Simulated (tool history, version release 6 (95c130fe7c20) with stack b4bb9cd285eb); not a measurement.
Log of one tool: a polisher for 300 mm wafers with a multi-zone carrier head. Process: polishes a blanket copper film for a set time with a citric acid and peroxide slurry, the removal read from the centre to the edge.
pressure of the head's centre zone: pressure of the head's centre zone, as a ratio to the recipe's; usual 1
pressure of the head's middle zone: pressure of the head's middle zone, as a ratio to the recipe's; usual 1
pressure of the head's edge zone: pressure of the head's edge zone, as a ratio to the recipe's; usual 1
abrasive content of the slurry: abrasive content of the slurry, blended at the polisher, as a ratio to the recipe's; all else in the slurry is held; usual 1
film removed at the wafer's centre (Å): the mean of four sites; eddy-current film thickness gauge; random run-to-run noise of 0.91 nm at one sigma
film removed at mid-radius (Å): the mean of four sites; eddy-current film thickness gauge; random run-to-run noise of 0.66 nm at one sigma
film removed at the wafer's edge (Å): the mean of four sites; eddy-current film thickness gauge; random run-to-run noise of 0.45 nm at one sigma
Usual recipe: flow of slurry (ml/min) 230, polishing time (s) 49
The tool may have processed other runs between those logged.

run,hour,flow of slurry (ml/min),pressure of the head's centre zone,pressure of the head's middle zone,pressure of the head's edge zone,abrasive content of the slurry,polishing time (s),"incoming thickness of the incoming film, nm",film removed at the wafer's centre (Å),film removed at mid-radius (Å),film removed at the wafer's edge (Å)
1,0,285,1,1,1,1,49,673.7,678,686,666
2,48.6,285,1,1,1,1,49,680.6,671,670,668
3,98.6,230,1,1,1,1,49,678.8,628,655,644
# hour 111.5: carrier head's membrane replaced by a new one
4,134.7,230,1,1,1.08,1,49,665.1,643,648,667
5,206.9,230,1,1,1,1,49,674.3,645,635,632
# hour 208: slurry nozzle cleaned
6,277.6,230,1,1,1,1,49,664,622,629,623
# hour 288.1: worn pad replaced by a new one
7,365.8,230,1,1,1,1,49,676.6,662,660,656
# hour 422.3: edge zone pressure recalibrated
8,446.8,230,1,1,1,1,62,679.6,808,828,824
9,537.4,230,1,1,1,1,62,666.9,776,796,793
# hour 558.7: centre zone pressure recalibrated
# hour 585.6: worn pad replaced by a new one
10,626,230,0.9,0.9,1.05,1,49,681.7,606,633,684
11,663.3,200,1,1,1,0.9,49,677.1,644,656,639
12,731,230,1,1,0.91,1.25,49,676.9,682,680,647
13,813.7,230,1.08,0.93,1,1,61,663.5,871,753,801
14,862,155,1.12,1,0.91,1,56,668.1,771,700,669
# hour 887.8: slurry nozzle cleaned
# hour 945.9: worn pad replaced by a new one
15,946.4,230,1,1,0.89,1,62,674.5,838,867,795
16,983.8,230,1,1,1,1,49,679.9,662,671,667
17,1112.2,295,0.89,1,0.88,0.9,49,672.7,568,650,604
18,1160.3,200,1,1,1,0.7,49,673.6,594,607,590
19,1211.3,285,1,1,0.94,1,49,679.6,634,640,618
# hour 1249.6: worn pad replaced by a new one
# hour 1258.9: carrier head's membrane replaced by a new one
20,1311.5,230,1,1,1,1,49,662.4,660,673,665

Branching from run 20: 5 alternative next runs. What would each branch give?
A,1311.9,230,1,1,0.96,1,49,668.7,?,?,?
B,1311.9,230,1,1,1,1,65,668.7,?,?,?
C,1311.9,170,1,1,1.06,1,49,668.7,?,?,?
D,1311.9,250,1,1,1,1.2,49,668.7,?,?,?
E,1311.9,230,1,0.88,0.91,1,49,668.7,?,?,?

run,film removed at the wafer's centre (Å),film removed at mid-radius (Å),film removed at the wafer's edge (Å)
A,663,666,643
B,880,883,870
C,644,648,662
D,688,690,679
E,663,609,628
With no hidden state in the tool, these same runs would have given:
run,film removed at the wafer's centre (Å),film removed at mid-radius (Å),film removed at the wafer's edge (Å)
A,677,680,657
B,899,902,889
C,658,662,676
D,703,705,693
E,677,622,642
